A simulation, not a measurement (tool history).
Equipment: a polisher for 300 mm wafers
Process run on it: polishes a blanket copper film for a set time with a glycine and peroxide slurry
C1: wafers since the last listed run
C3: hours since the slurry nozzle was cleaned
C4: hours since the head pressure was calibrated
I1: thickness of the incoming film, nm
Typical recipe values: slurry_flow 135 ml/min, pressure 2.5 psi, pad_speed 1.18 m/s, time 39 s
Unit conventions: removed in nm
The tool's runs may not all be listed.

Run 1, hour 0.0: usual settings but pressure 2.9 psi, time 29 s; C1 0; wafers polished on this pad 1018; C3 340.5; C4 144.6; I1 1074.5. Result: removed 144.1 nm.
Run 2, hour 28.8: usual settings but pressure 2.9 psi, time 29 s; C1 306; wafers polished on this pad 1325; C3 369.3; C4 173.4; I1 1072.7. Result: removed 146.2 nm.
Run 3, hour 59.4: usual settings but pressure 2.9 psi, time 29 s; C1 325; wafers polished on this pad 1651; C3 399.9; C4 204.0; I1 1063.0. Result: removed 143.0 nm.
Run 4, hour 129.2: usual settings; C1 742; wafers polished on this pad 2393; C3 469.7; C4 273.8; I1 1080.7. Result: removed 167.2 nm.
At hour 220.1: slurry nozzle cleaned.
Run 5, hour 294.1: usual settings; C1 1744; wafers polished on this pad 4138; C3 74.0; C4 438.7; I1 1085.1. Result: removed 186.3 nm.
Run 6, hour 346.1: usual settings; C1 553; wafers polished on this pad 4691; C3 126.0; C4 490.7; I1 1060.9. Result: removed 181.4 nm.
Run 7, hour 376.5: usual settings; C1 323; wafers polished on this pad 5015; C3 156.4; C4 521.1; I1 1074.3. Result: removed 181.7 nm.
At hour 413.7: head pressure recalibrated.
Run 8, hour 427.4: usual settings; C1 520; wafers polished on this pad 5535; C3 207.3; C4 13.7; I1 1059.8. Result: removed 177.0 nm.
At hour 436.2: worn pad replaced by a new one.
Run 9, hour 470.2: usual settings; C1 412; wafers polished on this pad 361; C3 250.1; C4 56.5; I1 1063.2. Result: removed 178.8 nm.
Run 10, hour 495.2: usual settings; C1 266; wafers polished on this pad 627; C3 275.1; C4 81.5; I1 1060.1. Result: removed 175.6 nm.
Run 11, hour 564.0: usual settings; C1 732; wafers polished on this pad 1359; C3 343.9; C4 150.3; I1 1079.3. Result: removed 180.5 nm.
At hour 731.4: slurry nozzle cleaned.
Run 12, hour 778.0: usual settings; C1 2266; wafers polished on this pad 3626; C3 46.6; C4 364.3; I1 1055.4. Result: removed 185.9 nm.
Run 13, hour 831.6: usual settings; C1 570; wafers polished on this pad 4197; C3 100.2; C4 417.9; I1 1083.6. Result: removed 186.7 nm.
Run 14, hour 883.0: usual settings but slurry_flow 115 ml/min, pressure 2.8 psi, pad_speed 1.52 m/s, time 48 s; C1 547; wafers polished on this pad 4744; C3 151.6; C4 469.3; I1 1075.8. Result: removed 295.5 nm.
At hour 904.5: worn pad replaced by a new one, of another model than before.
Run 15, hour 914.7: usual settings but slurry_flow 95 ml/min, pad_speed 0.82 m/s, time 52 s; C1 294; wafers polished on this pad 108; C3 183.3; C4 501.0; I1 1081.8. Result: removed 169.2 nm.
At hour 930.8: head pressure recalibrated.
Run 16, hour 957.5: usual settings; C1 434; wafers polished on this pad 542; C3 226.1; C4 26.7; I1 1073.3. Result: removed 180.7 nm.
Run 17, hour 1021.0: usual settings but slurry_flow 110 ml/min, pad_speed 0.96 m/s; C1 675; wafers polished on this pad 1218; C3 289.6; C4 90.2; I1 1070.0. Result: removed 147.3 nm.
Run 18, hour 1067.8: usual settings; C1 498; wafers polished on this pad 1716; C3 336.4; C4 137.0; I1 1083.8. Result: removed 171.7 nm.
Run 19, hour 1125.5: usual settings; C1 614; wafers polished on this pad 2330; C3 394.1; C4 194.7; I1 1087.0. Result: removed 169.7 nm.
At hour 1159.3: slurry nozzle cleaned.
Run 20, hour 1259.3: usual settings but pad_speed 1.60 m/s; C1 1413; wafers polished on this pad 3743; C3 100.0; C4 328.5; I1 1072.6. Result: removed 215.7 nm.
Run 21, hour 1302.8: usual settings but slurry_flow 95 ml/min, time 28 s; C1 462; wafers polished on this pad 4206; C3 143.5; C4 372.0; I1 1078.2. Result: removed 107.6 nm.
At hour 1332.0: worn pad replaced by a new one.
Run 22, hour 1370.4: usual settings; C1 676; wafers polished on this pad 408; C3 211.1; C4 439.6; I1 1085.2. Result: removed 178.4 nm.
Run 23, hour 1423.6: usual settings but slurry_flow 170 ml/min, pressure 2.1 psi, pad_speed 1.56 m/s, time 51 s; C1 566; wafers polished on this pad 974; C3 264.3; C4 492.8; I1 1060.6. Result: removed 246.3 nm.
At hour 1437.7: head pressure recalibrated.
Run 24, hour 1466.5: usual settings but pad_speed 1.60 m/s, time 51 s; C1 435; wafers polished on this pad 1409; C3 307.2; C4 28.8; I1 1077.4. Result: removed 268.4 nm.
At hour 1592.0: slurry nozzle cleaned.
Run 25, hour 1600.3: usual settings but slurry_flow 165 ml/min, pressure 3.0 psi, time 34 s; C1 1413; wafers polished on this pad 2823; C3 8.3; C4 162.6; I1 1074.9. Result: removed 198.6 nm.
Run 26, hour 1658.5: usual settings but time 32 s; C1 619; wafers polished on this pad 3442; C3 66.5; C4 220.8; I1 1069.7. Result: removed 150.1 nm.
Run 27, hour 1729.6: usual settings but pressure 3.0 psi, time 48 s; C1 756; wafers polished on this pad 4199; C3 137.6; C4 291.9; I1 1061.4. Result: removed 258.6 nm.
Run 28, hour 1758.5: usual settings; C1 307; wafers polished on this pad 4506; C3 166.5; C4 320.8; I1 1078.0. Result: removed 181.9 nm.
Run 29, hour 1784.0: usual settings; C1 271; wafers polished on this pad 4778; C3 192.0; C4 346.3; I1 1067.6. Result: removed 180.3 nm.
Run 30, hour 1823.4: usual settings but slurry_flow 160 ml/min, pressure 2.2 psi; C1 419; wafers polished on this pad 5197; C3 231.4; C4 385.7; I1 1060.4. Result: removed 163.2 nm.
Run 31, hour 1849.2: usual settings but pressure 2.1 psi, pad_speed 1.52 m/s; C1 274; wafers polished on this pad 5472; C3 257.2; C4 411.5; I1 1074.8. Result: removed 167.1 nm.
At hour 1869.7: worn pad replaced by a new one.
At hour 1891.2: head pressure recalibrated.
Run 32, hour 1897.7: usual settings; C1 452; wafers polished on this pad 276; C3 305.7; C4 6.5; I1 1053.3. Result: removed 171.5 nm.
Run 33, hour 1949.9: usual settings but pressure 3.1 psi; C1 555; wafers polished on this pad 832; C3 357.9; C4 58.7; I1 1050.7. Result: removed 202.4 nm.
Run 34, hour 2007.5: usual settings but slurry_flow 175 ml/min, pressure 3.0 psi, time 28 s; C1 613; wafers polished on this pad 1445; C3 415.5; C4 116.3; I1 1069.2. Result: removed 152.5 nm.
At hour 2019.1: slurry nozzle cleaned.
Run 35, hour 2074.5: usual settings but time 47 s; C1 702; wafers polished on this pad 2147; C3 55.4; C4 183.3; I1 1082.7. Result: removed 211.5 nm.

Branching from run 35: 5 alternative next runs. What would each branch give?
Run A, hour 2074.9: usual settings; C1 4; wafers polished on this pad 2152; C3 55.8; C4 183.7; I1 1066.8. Result: removed ?.
Run B, hour 2074.9: usual settings but time 34 s; C1 4; wafers polished on this pad 2152; C3 55.8; C4 183.7; I1 1066.8. Result: removed ?.
Run C, hour 2074.9: usual settings but slurry_flow 155 ml/min, pressure 2.2 psi, pad_speed 0.94 m/s, time 31 s; C1 4; wafers polished on this pad 2152; C3 55.8; C4 183.7; I1 1066.8. Result: removed ?.
Run D, hour 2074.9: usual settings but pad_speed 1.30 m/s, time 50 s; C1 4; wafers polished on this pad 2152; C3 55.8; C4 183.7; I1 1066.8. Result: removed ?.
Run E, hour 2074.9: usual settings but pressure 2.1 psi, pad_speed 0.96 m/s, time 33 s; C1 4; wafers polished on this pad 2152; C3 55.8; C4 183.7; I1 1066.8. Result: removed ?.

run  removed
  A    181.9
  B    158.6
  C    119.5
  D    245.6
  E    118.1
Stripped of hidden state, with their random variation kept, the same runs would have yielded:
run  removed
  A    187.5
  B    163.5
  C    122.6
  D    253.2
  E    121.7

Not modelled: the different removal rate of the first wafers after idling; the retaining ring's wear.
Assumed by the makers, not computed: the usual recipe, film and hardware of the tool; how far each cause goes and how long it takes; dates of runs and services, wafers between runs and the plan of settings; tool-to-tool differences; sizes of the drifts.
